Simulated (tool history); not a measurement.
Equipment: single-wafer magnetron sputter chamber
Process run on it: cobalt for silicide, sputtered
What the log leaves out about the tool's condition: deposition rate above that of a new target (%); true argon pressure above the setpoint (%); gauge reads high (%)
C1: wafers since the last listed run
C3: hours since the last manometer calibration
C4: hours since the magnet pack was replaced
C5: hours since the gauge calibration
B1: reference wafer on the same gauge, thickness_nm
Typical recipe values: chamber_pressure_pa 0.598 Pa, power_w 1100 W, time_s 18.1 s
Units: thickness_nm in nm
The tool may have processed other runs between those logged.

run 1 hour=0 | chamber_pressure_pa=0.509 power_w=1100 time_s=18.1 | C1=0 wafers_on_the_sputter_target=5697 C3=864.9 C4=3875.7 C5=108.3 | B1=10.233 | thickness_nm=8.826
-- hour=0.9 gauge calibrated
run 2 hour=6.7 | chamber_pressure_pa=0.509 power_w=1100 time_s=18.1 | C1=210 wafers_on_the_sputter_target=5908 C3=871.6 C4=3882.4 C5=5.8 | B1=10.228 | thickness_nm=8.839
run 3 hour=23.5 | chamber_pressure_pa=0.509 power_w=1100 time_s=18.1 | C1=528 wafers_on_the_sputter_target=6437 C3=888.4 C4=3899.2 C5=22.6 | B1=10.244 | thickness_nm=8.758
run 4 hour=30 | chamber_pressure_pa=0.456 power_w=1150 time_s=18.1 | C1=204 wafers_on_the_sputter_target=6641 C3=894.9 C4=3905.7 C5=29.1 | B1=10.226 | thickness_nm=9.365
run 5 hour=47.6 | chamber_pressure_pa=0.456 power_w=1150 time_s=18.1 | C1=554 wafers_on_the_sputter_target=7195 C3=912.5 C4=3923.3 C5=46.7 | B1=10.234 | thickness_nm=9.298
run 6 hour=57.4 | chamber_pressure_pa=0.456 power_w=1150 time_s=18.1 | C1=308 wafers_on_the_sputter_target=7504 C3=922.3 C4=3933.1 C5=56.5 | B1=10.23 | thickness_nm=9.336
run 7 hour=68.3 | chamber_pressure_pa=0.598 power_w=1100 time_s=18.1 | C1=343 wafers_on_the_sputter_target=7847 C3=933.2 C4=3944 C5=67.4 | B1=10.228 | thickness_nm=8.507
run 8 hour=84.8 | chamber_pressure_pa=0.598 power_w=1250 time_s=18.1 | C1=519 wafers_on_the_sputter_target=8367 C3=949.7 C4=3960.5 C5=83.9 | B1=10.221 | thickness_nm=9.635
-- hour=92.5 gauge calibrated
-- hour=95.9 magnet pack replaced
-- hour=96 sputter target and shields replaced
run 9 hour=96.4 | chamber_pressure_pa=0.696 power_w=850 time_s=18.1 | C1=109 wafers_on_the_sputter_target=12 C3=961.3 C4=0.5 C5=3.9 | B1=10.23 | thickness_nm=6.087
run 10 hour=111 | chamber_pressure_pa=0.598 power_w=1100 time_s=14.6 | C1=459 wafers_on_the_sputter_target=472 C3=975.9 C4=15.1 C5=18.5 | B1=10.218 | thickness_nm=6.589
-- hour=120.5 capacitance manometer re-zeroed and calibrated
-- hour=137.2 sputter target and shields replaced, repeated, since the last time left the tool worse
run 11 hour=146.5 | chamber_pressure_pa=0.598 power_w=1100 time_s=18.1 | C1=613 wafers_on_the_sputter_target=292 C3=26 C4=50.6 C5=54 | B1=10.212 | thickness_nm=8.639
run 12 hour=159.2 | chamber_pressure_pa=0.598 power_w=1100 time_s=18.1 | C1=399 wafers_on_the_sputter_target=692 C3=38.7 C4=63.3 C5=66.7 | B1=10.245 | thickness_nm=8.774
run 13 hour=166.7 | chamber_pressure_pa=0.598 power_w=1100 time_s=16.2 | C1=236 wafers_on_the_sputter_target=929 C3=46.2 C4=70.8 C5=74.2 | B1=10.236 | thickness_nm=7.747
run 14 hour=182.3 | chamber_pressure_pa=0.433 power_w=1200 time_s=17.1 | C1=491 wafers_on_the_sputter_target=1420 C3=61.8 C4=86.4 C5=89.8 | B1=10.236 | thickness_nm=9.44

A few steps of thickness_nm between consecutive runs. Split each: what settings, incoming material and random variation would produce without the hidden state, and what is left over for the hidden state, along with gauge scatter present in only one of the two compared results (measured, and without hidden state):
Run 8 -> 9: chamber_pressure_pa 0.598 -> 0.696, power_w 1250 -> 850, gauge calibrated, magnet pack replaced, sputter target and shields replaced. thickness_nm -3.548 nm: hidden state -0.089, all else -3.459.
Run 10 -> 11: time_s 14.6 -> 18.1, capacitance manometer re-zeroed and calibrated, sputter target and shields replaced, repeated, since the last time left the tool worse. thickness_nm +2.05 nm: hidden state +0.508, all else +1.542.
